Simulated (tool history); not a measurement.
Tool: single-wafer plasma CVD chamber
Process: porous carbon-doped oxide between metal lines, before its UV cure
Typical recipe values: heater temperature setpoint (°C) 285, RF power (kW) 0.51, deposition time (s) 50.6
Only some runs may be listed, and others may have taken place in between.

run	day	heater temperature setpoint (°C)	RF power (kW)	deposition time (s)	read-back reference wafer on the same gauge, thickness_nm	mean film thickness on the monitor wafer (nm)
1	0	285	0.51	50.6	313.193	324.404
2	1.975	285	0.51	50.6	313.111	323.724
3	3.4	285	0.575	50.6	313.57	341.377
4	9.467	285	0.51	53.5	311.949	340.077
5	17.662	285	0.455	50.6	313.355	305.591
6	19.571	285	0.455	50.6	312.841	308.718
7	20.575	285	0.455	50.6	313.41	304.771
8	23.133	285	0.51	44.7	313.013	280.988
9	25.654	285	0.51	44.7	313.25	283.252
# day 27.242: RF generator calibrated
10	27.688	285	0.51	44.7	313.398	284.779
11	30.662	285	0.51	42.5	312.825	274.096
# day 32.246: showerhead replaced
12	33.279	285	0.51	50.6	313.542	326.4
13	35.075	285	0.51	50.6	313.22	323.355
14	37.325	290	0.55	50.6	312.773	325.288
# day 39.846: thermocouple changed; heater temperature recalibrated
15	39.867	290	0.55	50.6	312.902	329.054
16	41.492	285	0.51	50.6	313.071	323.601
17	43.983	285	0.51	50.6	312.929	326.487
18	45.933	285	0.54	41	312.739	272.592
19	48.329	291	0.61	53.3	313.464	353.46
20	51.092	296	0.51	40.7	312.739	245.017
21	53.125	277	0.415	47.8	312.985	293.201
22	54.225	285	0.51	50.6	312.142	322.595
23	56.496	285	0.51	50.6	312.741	322.821
# day 63.975: gauge calibrated
24	65.358	294	0.58	44	313.755	277.312
25	67.388	285	0.51	50.6	313.029	318.969
26	69.296	285	0.51	42.7	312.653	270.372
27	70.929	285	0.585	57.9	313.03	387.669
28	73.212	285	0.51	50.6	313.317	318.176
29	74.825	285	0.51	50.6	313.086	316.948
30	76.067	299	0.48	60.4	312.818	340.835
31	79.029	276	0.51	50.6	312.878	334.456
32	81.092	285	0.51	40.9	313.247	255.556
33	82.708	285	0.475	50.6	313.173	304.99
34	85.562	285	0.51	50.6	312.886	312.961
# day 87.812: RF generator calibrated
35	88.454	285	0.445	50.6	313.071	307.655

Branching from run 35: 3 alternative next runs. What would each branch give?
A	88.471	285	0.51	50.6	?	?
B	88.471	291	0.51	47.1	?	?
C	88.471	279	0.51	58.9	?	?

run	read-back reference wafer on the same gauge, thickness_nm	mean film thickness on the monitor wafer (nm)
A	313.187	325.565
B	313.187	293.813
C	313.187	390.599
Stripped of hidden state, with their random variation kept, the same runs would have yielded:
run	mean film thickness on the monitor wafer (nm)
A	327.87
B	295.893
C	393.364
